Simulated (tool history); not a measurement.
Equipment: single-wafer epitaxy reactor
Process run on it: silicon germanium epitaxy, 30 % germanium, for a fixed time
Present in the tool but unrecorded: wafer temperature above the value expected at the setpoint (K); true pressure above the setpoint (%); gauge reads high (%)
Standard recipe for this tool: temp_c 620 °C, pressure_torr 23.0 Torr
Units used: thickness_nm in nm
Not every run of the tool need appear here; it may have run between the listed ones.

run,hour,temp_c,pressure_torr,wafers since the last listed run,hours since the last pyrometer calibration,hours since the last manometer calibration,hours since the showerhead was replaced,hours since the gauge calibration,"read-back reference wafer on the same gauge, thickness_nm",thickness_nm
1,0.0,620,23.0,0,666.0,1404.6,813.6,231.9,76.611,83.491
2,41.5,620,23.0,885,707.5,1446.1,855.1,273.4,76.588,82.852
3,137.5,620,23.0,2047,803.5,1542.1,951.1,369.4,76.590,82.927
# hour 195.1: capacitance manometer re-zeroed and calibrated
4,219.6,620,23.0,1580,885.6,24.5,1033.2,451.5,76.703,83.905
5,325.0,620,23.0,2247,991.0,129.9,1138.6,556.9,76.577,84.243
6,390.7,620,23.0,1401,1056.7,195.6,1204.3,622.6,76.619,83.869
7,450.6,620,23.0,1277,1116.6,255.5,1264.2,682.5,76.649,83.898
8,553.0,624,23.0,2183,1219.0,357.9,1366.6,784.9,76.540,89.383
9,651.8,624,23.0,2107,1317.8,456.7,1465.4,883.7,76.652,89.539
10,748.3,624,23.0,2058,1414.3,553.2,1561.9,980.2,76.686,88.985
11,847.8,620,27.1,2122,1513.8,652.7,1661.4,1079.7,76.537,90.112
12,908.2,620,23.0,1288,1574.2,713.1,1721.8,1140.1,76.619,83.259
13,950.9,620,23.0,910,1616.9,755.8,1764.5,1182.8,76.629,83.106
14,1058.7,620,23.0,2299,1724.7,863.6,1872.3,1290.6,76.518,83.106
15,1121.8,620,23.0,1345,1787.8,926.7,1935.4,1353.7,76.632,82.776
16,1221.2,620,23.0,2119,1887.2,1026.1,2034.8,1453.1,76.698,82.485
# hour 1285.8: gauge calibrated
17,1393.6,620,23.0,3676,2059.6,1198.5,2207.2,107.8,76.553,82.133
18,1448.9,620,23.0,1179,2114.9,1253.8,2262.5,163.1,76.624,82.286
19,1491.7,620,23.0,912,2157.7,1296.6,2305.3,205.9,76.578,82.040
20,1560.3,616,19.4,1463,2226.3,1365.2,2373.9,274.5,76.687,70.700
# hour 1740.9: showerhead replaced
21,1783.5,610,25.4,4589,2449.5,1588.4,42.6,497.7,76.612,71.865
22,1853.3,625,19.3,1488,2519.3,1658.2,112.4,567.5,76.595,80.797
# hour 1890.2: capacitance manometer re-zeroed and calibrated
# hour 1933.8: pyrometer calibrated
23,1934.3,634,26.9,1386,0.5,44.1,193.4,648.5,76.659,115.114
24,1984.4,631,18.6,1068,50.6,94.2,243.5,698.6,76.661,91.795
25,2045.2,608,23.0,1296,111.4,155.0,304.3,759.4,76.584,69.497
26,2108.0,606,17.5,1339,174.2,217.8,367.1,822.2,76.510,58.565
27,2164.5,620,23.0,1204,230.7,274.3,423.6,878.7,76.609,84.638
28,2221.8,634,17.6,1222,288.0,331.6,480.9,936.0,76.521,93.216
29,2316.2,629,18.6,2013,382.4,426.0,575.3,1030.4,76.698,87.975
30,2390.3,613,18.9,1580,456.5,500.1,649.4,1104.5,76.684,68.720
31,2468.4,620,23.0,1665,534.6,578.2,727.5,1182.6,76.602,84.302
32,2523.4,620,23.0,1172,589.6,633.2,782.5,1237.6,76.555,84.668
33,2577.5,625,17.9,1153,643.7,687.3,836.6,1291.7,76.619,80.856

Alternative continuations, all from the tool just after run 33; predict every row:
A,2577.9,620,23.0,8,644.1,687.7,837.0,1292.1,?,?
B,2577.9,620,18.2,8,644.1,687.7,837.0,1292.1,?,?
C,2577.9,628,20.1,8,644.1,687.7,837.0,1292.1,?,?

run,"read-back reference wafer on the same gauge, thickness_nm",thickness_nm
A,76.616,84.100
B,76.616,74.937
C,76.616,89.697
With the hidden condition removed and each run's random variation left untouched, the same runs would have given:
run,thickness_nm
A,84.828
B,75.585
C,90.464
